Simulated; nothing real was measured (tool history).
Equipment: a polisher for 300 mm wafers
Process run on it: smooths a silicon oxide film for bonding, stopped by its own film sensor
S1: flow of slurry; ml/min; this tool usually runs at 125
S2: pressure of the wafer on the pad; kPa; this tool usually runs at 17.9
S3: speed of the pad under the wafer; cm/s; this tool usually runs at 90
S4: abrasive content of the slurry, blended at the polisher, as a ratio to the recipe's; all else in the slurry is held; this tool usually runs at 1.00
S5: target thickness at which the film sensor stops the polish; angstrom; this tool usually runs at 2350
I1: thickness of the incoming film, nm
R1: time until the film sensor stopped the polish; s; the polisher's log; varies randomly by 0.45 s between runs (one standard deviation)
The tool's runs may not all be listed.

run,hour,S1,S2,S3,S4,S5,I1,R1
1,0.0,125,16.5,90,1.00,2350,269.0,39.0
2,10.0,145,17.9,90,1.00,2350,268.7,34.1
3,22.4,145,17.9,90,1.00,2350,269.5,34.2
# hour 34.9: head pressure recalibrated
4,36.2,125,17.9,90,1.00,2260,270.6,52.8
5,51.8,125,17.9,90,1.00,2260,274.9,57.2
6,67.1,125,17.9,90,1.00,2260,268.9,49.2
# hour 76.3: worn pad replaced by a new one
7,84.2,125,17.9,90,1.00,2350,274.7,47.2
8,90.5,125,17.9,90,1.00,2350,274.7,47.1
9,104.8,125,17.9,90,1.00,2350,271.8,42.7
10,111.8,125,17.9,90,1.00,2350,271.1,41.9
11,125.3,125,17.9,90,1.00,2350,268.3,39.7
12,142.2,150,17.9,100,1.15,2350,264.7,28.8
13,153.3,125,17.9,90,1.00,2350,273.3,44.6
14,170.0,125,17.9,90,1.00,2350,274.9,46.8
15,177.4,125,12.4,90,1.00,2450,268.0,39.5

Run 16 has not been measured yet. What should we expect?
# hour 183.6: worn pad replaced by a new one
16,194.7,125,17.9,90,1.00,2350,270.1,?

{"run 16": {"R1": 41.3}}
On a tool with no hidden condition, and with the same random variation, this run would have come out at R1 35.4 s.

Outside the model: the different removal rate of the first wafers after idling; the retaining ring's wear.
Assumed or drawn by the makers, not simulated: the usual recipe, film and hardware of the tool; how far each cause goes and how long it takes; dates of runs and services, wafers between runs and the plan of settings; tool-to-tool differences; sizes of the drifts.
